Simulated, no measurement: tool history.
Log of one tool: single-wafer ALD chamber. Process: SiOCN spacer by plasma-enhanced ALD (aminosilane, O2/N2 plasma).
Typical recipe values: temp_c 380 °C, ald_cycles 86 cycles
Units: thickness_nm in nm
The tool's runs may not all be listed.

| run | hour | temp_c | ald_cycles | read-back reference wafer on the same gauge, thickness_nm | thickness_nm |
|---|---|---|---|---|---|
| 1 | 0 | 380 | 90 | 4.618 | 5.278 |
| 2 | 56.3 | 385 | 86 | 4.612 | 5.037 |
| 3 | 116.4 | 380 | 86 | 4.623 | 5.048 |
| 4 | 176.8 | 380 | 86 | 4.623 | 5.017 |
| 5 | 245.9 | 380 | 86 | 4.62 | 5.066 |
|  | 262.7 | thermocouple changed; heater temperature recalibrated |
| 6 | 284.3 | 380 | 86 | 4.616 | 5.014 |
|  | 298.9 | gauge calibrated |
| 7 | 320 | 380 | 86 | 4.617 | 5.035 |

The next listed run, before its measurement:
| 8 | 348.5 | 368 | 80 | ? | ? |

{"run 8": {"read-back reference wafer on the same gauge, thickness_nm": 4.622, "thickness_nm": 4.669}}
If the tool had no hidden condition, the same run with the same run-to-run variation would have returned thickness_nm 4.669 nm.
